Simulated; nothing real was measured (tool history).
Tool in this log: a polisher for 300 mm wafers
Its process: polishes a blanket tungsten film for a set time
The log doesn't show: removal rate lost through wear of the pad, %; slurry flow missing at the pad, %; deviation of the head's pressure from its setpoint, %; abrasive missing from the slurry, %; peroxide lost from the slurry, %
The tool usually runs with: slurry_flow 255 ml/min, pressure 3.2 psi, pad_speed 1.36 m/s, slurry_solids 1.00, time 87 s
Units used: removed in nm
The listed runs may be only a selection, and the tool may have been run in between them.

run	hour	slurry_flow	pressure	pad_speed	slurry_solids	time	wafers since the last listed run	wafers polished on this pad	hours since the slurry nozzle was cleaned	hours since the head pressure was calibrated	hours since the slurry blender was calibrated	hours since the slurry got fresh peroxide	incoming thickness of the incoming film, nm	removed
1	0.0	255	3.2	1.36	1.00	87	0	249	174.9	836.3	158.5	82.8	1493.2	387.0
# hour 1.5: slurry blender recalibrated
2	41.4	255	3.2	1.36	1.00	87	458	707	216.3	877.7	39.9	124.2	1483.2	384.4
# hour 79.1: slurry tank refilled with fresh slurry and peroxide
3	92.3	255	3.2	0.98	1.00	87	573	1281	267.2	928.6	90.8	13.2	1469.8	277.0
4	117.6	255	3.2	0.98	1.00	87	290	1572	292.5	953.9	116.1	38.5	1442.4	273.9
# hour 149.0: worn pad replaced by a new one
5	149.5	255	3.2	0.98	1.00	87	320	5	324.4	985.8	148.0	70.4	1432.5	273.2
# hour 184.2: slurry blender recalibrated
6	215.1	225	3.2	1.36	1.00	87	731	736	390.0	1051.4	30.9	136.0	1459.9	382.3
# hour 230.8: slurry nozzle cleaned
# hour 269.6: slurry tank refilled with fresh slurry and peroxide
7	273.3	225	3.2	1.36	1.00	87	646	1382	42.5	1109.6	89.1	3.7	1458.8	373.0
8	317.1	225	3.2	1.36	1.00	87	503	1886	86.3	1153.4	132.9	47.5	1451.8	377.1
# hour 331.8: worn pad replaced by a new one
# hour 364.8: slurry blender recalibrated
9	371.6	255	3.2	1.36	1.00	87	557	434	140.8	1207.9	6.8	102.0	1474.5	380.2
10	423.4	175	3.2	1.36	1.00	87	595	1029	192.6	1259.7	58.6	153.8	1479.5	365.8
11	459.9	255	4.2	1.74	1.00	61	419	1449	229.1	1296.2	95.1	190.3	1463.8	426.2
# hour 474.8: slurry tank refilled with fresh slurry and peroxide
# hour 526.1: worn pad replaced by a new one
12	526.6	255	3.2	1.14	1.00	87	709	5	295.8	1362.9	161.8	51.8	1457.8	323.9
# hour 545.9: slurry blender recalibrated
13	627.4	255	3.2	1.54	1.00	116	1135	1141	396.6	1463.7	81.5	152.6	1462.1	572.9
# hour 650.2: slurry nozzle cleaned
# hour 656.2: slurry tank refilled with fresh slurry and peroxide
# hour 661.3: head pressure recalibrated
14	678.8	165	3.9	1.16	1.20	87	544	1686	28.6	17.5	132.9	22.6	1459.2	367.7
# hour 689.1: worn pad replaced by a new one
# hour 711.0: slurry blender recalibrated
15	727.2	255	3.5	1.36	0.70	87	487	415	77.0	65.9	16.2	71.0	1452.5	389.4
16	762.1	255	3.2	1.36	1.00	87	401	816	111.9	100.8	51.1	105.9	1476.3	376.6
17	813.9	255	3.2	1.36	1.00	87	595	1411	163.7	152.6	102.9	157.7	1472.2	377.0
# hour 863.5: slurry tank refilled with fresh slurry and peroxide
# hour 885.6: worn pad replaced by a new one
18	899.7	315	3.2	1.00	1.00	87	928	162	249.5	238.4	188.7	36.2	1472.9	281.9
# hour 921.1: slurry blender recalibrated
19	926.0	255	3.2	1.36	1.00	87	279	441	275.8	264.7	4.9	62.5	1460.7	385.4

Run-by-run hidden state of the tool:
removal rate lost through wear of the pad, %: 0 in every run
slurry flow missing at the pad, %: 0 in every run
deviation of the head's pressure from its setpoint, %: 0 in every run
abrasive missing from the slurry, %: 0 in every run
peroxide lost from the slurry, %: 0 in every run
